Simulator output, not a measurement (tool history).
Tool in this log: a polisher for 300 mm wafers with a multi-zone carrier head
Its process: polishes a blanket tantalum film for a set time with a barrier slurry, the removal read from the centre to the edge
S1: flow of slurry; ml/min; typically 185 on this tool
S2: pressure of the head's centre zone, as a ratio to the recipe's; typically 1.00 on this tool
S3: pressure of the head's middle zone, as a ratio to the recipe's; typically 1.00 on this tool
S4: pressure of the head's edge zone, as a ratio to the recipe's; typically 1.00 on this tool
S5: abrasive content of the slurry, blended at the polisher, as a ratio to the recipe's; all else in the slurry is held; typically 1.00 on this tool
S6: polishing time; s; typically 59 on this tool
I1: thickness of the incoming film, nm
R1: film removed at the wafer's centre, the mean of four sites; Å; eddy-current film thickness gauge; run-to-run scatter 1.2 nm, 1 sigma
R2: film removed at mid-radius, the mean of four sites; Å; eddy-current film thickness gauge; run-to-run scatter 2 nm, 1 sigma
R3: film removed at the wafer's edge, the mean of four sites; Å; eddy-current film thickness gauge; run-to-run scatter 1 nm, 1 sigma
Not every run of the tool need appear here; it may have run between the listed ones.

run 1 hour=0.0 | S1=160 S2=1.00 S3=1.00 S4=1.00 S5=1.00 S6=59 | I1=390.0 | R1=1504 R2=1457 R3=1441
-- hour=49.5 centre zone pressure recalibrated
run 2 hour=74.5 | S1=185 S2=1.00 S3=1.00 S4=1.00 S5=0.85 S6=59 | I1=381.7 | R1=1420 R2=1370 R3=1385
-- hour=160.5 edge zone pressure recalibrated
run 3 hour=161.0 | S1=185 S2=1.00 S3=1.00 S4=1.00 S5=1.00 S6=59 | I1=387.3 | R1=1503 R2=1463 R3=1443
-- hour=175.0 slurry nozzle cleaned
run 4 hour=202.0 | S1=185 S2=1.00 S3=1.00 S4=1.00 S5=0.85 S6=59 | I1=391.5 | R1=1421 R2=1381 R3=1384
run 5 hour=309.7 | S1=185 S2=1.00 S3=1.00 S4=1.00 S5=1.00 S6=59 | I1=384.9 | R1=1479 R2=1433 R3=1447
run 6 hour=411.7 | S1=185 S2=1.06 S3=1.00 S4=0.88 S5=0.70 S6=59 | I1=391.7 | R1=1373 R2=1263 R3=1224
-- hour=419.3 worn pad replaced by a new one
-- hour=446.1 carrier head's membrane replaced by a new one
run 7 hour=473.0 | S1=235 S2=1.00 S3=1.00 S4=1.00 S5=1.00 S6=59 | I1=387.7 | R1=1538 R2=1465 R3=1518
-- hour=523.9 centre zone pressure recalibrated
run 8 hour=556.8 | S1=185 S2=1.04 S3=1.00 S4=1.06 S5=1.00 S6=59 | I1=385.6 | R1=1592 R2=1470 R3=1490
run 9 hour=649.4 | S1=185 S2=0.89 S3=1.00 S4=1.12 S5=1.00 S6=59 | I1=392.9 | R1=1371 R2=1475 R3=1531
-- hour=685.9 edge zone pressure recalibrated
run 10 hour=698.2 | S1=185 S2=1.00 S3=1.00 S4=1.00 S5=1.00 S6=59 | I1=387.4 | R1=1490 R2=1491 R3=1470
run 11 hour=762.1 | S1=185 S2=1.00 S3=1.09 S4=1.00 S5=1.00 S6=69 | I1=386.8 | R1=1782 R2=1864 R3=1710
run 12 hour=823.0 | S1=160 S2=1.06 S3=0.91 S4=0.93 S5=1.00 S6=59 | I1=391.2 | R1=1556 R2=1315 R3=1392
-- hour=848.8 slurry nozzle cleaned
run 13 hour=884.7 | S1=185 S2=1.10 S3=1.10 S4=0.94 S5=1.00 S6=59 | I1=393.7 | R1=1618 R2=1561 R3=1409
run 14 hour=946.6 | S1=170 S2=1.00 S3=1.08 S4=0.93 S5=1.00 S6=51 | I1=394.5 | R1=1248 R2=1325 R3=1196
-- hour=981.3 worn pad replaced by a new one
run 15 hour=1051.8 | S1=165 S2=1.00 S3=1.00 S4=1.00 S5=1.00 S6=42 | I1=386.4 | R1=1069 R2=1039 R3=1035
-- hour=1072.5 carrier head's membrane replaced by a new one
-- hour=1100.9 centre zone pressure recalibrated
run 16 hour=1157.8 | S1=185 S2=1.00 S3=1.00 S4=1.00 S5=1.00 S6=70 | I1=394.1 | R1=1806 R2=1769 R3=1755
-- hour=1195.6 edge zone pressure recalibrated
run 17 hour=1201.5 | S1=185 S2=1.00 S3=1.00 S4=1.00 S5=1.00 S6=59 | I1=385.2 | R1=1502 R2=1465 R3=1452
run 18 hour=1243.1 | S1=160 S2=1.00 S3=1.00 S4=1.05 S5=0.85 S6=69 | I1=388.3 | R1=1631 R2=1608 R3=1641
run 19 hour=1328.7 | S1=185 S2=1.06 S3=0.96 S4=1.00 S5=1.00 S6=59 | I1=387.9 | R1=1570 R2=1398 R3=1457
run 20 hour=1393.6 | S1=185 S2=1.00 S3=1.09 S4=1.00 S5=1.00 S6=76 | I1=398.6 | R1=1907 R2=1997 R3=1863

Below are 5 alternative next runs, each starting from the tool's condition after run 20. Predict each:
run A hour=1394.0 | S1=150 S2=1.00 S3=1.00 S4=1.00 S5=1.00 S6=59 | I1=389.3 | R1=? R2=? R3=?
run B hour=1394.0 | S1=185 S2=0.95 S3=1.05 S4=1.05 S5=1.00 S6=59 | I1=389.3 | R1=? R2=? R3=?
run C hour=1394.0 | S1=185 S2=1.00 S3=1.00 S4=1.00 S5=0.80 S6=59 | I1=389.3 | R1=? R2=? R3=?
run D hour=1394.0 | S1=185 S2=0.92 S3=1.00 S4=1.00 S5=1.10 S6=59 | I1=389.3 | R1=? R2=? R3=?
run E hour=1394.0 | S1=160 S2=1.00 S3=1.03 S4=1.04 S5=1.00 S6=59 | I1=389.3 | R1=? R2=? R3=?

run=A R1=1472 R2=1404 R3=1423
run=B R1=1435 R2=1491 R3=1465
run=C R1=1397 R2=1329 R3=1341
run=D R1=1432 R2=1471 R3=1483
run=E R1=1482 R2=1448 R3=1447
What these runs would have given with no unlogged condition in the tool:
run=A R1=1512 R2=1442 R3=1461
run=B R1=1474 R2=1531 R3=1504
run=C R1=1435 R2=1365 R3=1377
run=D R1=1471 R2=1510 R3=1523
run=E R1=1522 R2=1487 R3=1486

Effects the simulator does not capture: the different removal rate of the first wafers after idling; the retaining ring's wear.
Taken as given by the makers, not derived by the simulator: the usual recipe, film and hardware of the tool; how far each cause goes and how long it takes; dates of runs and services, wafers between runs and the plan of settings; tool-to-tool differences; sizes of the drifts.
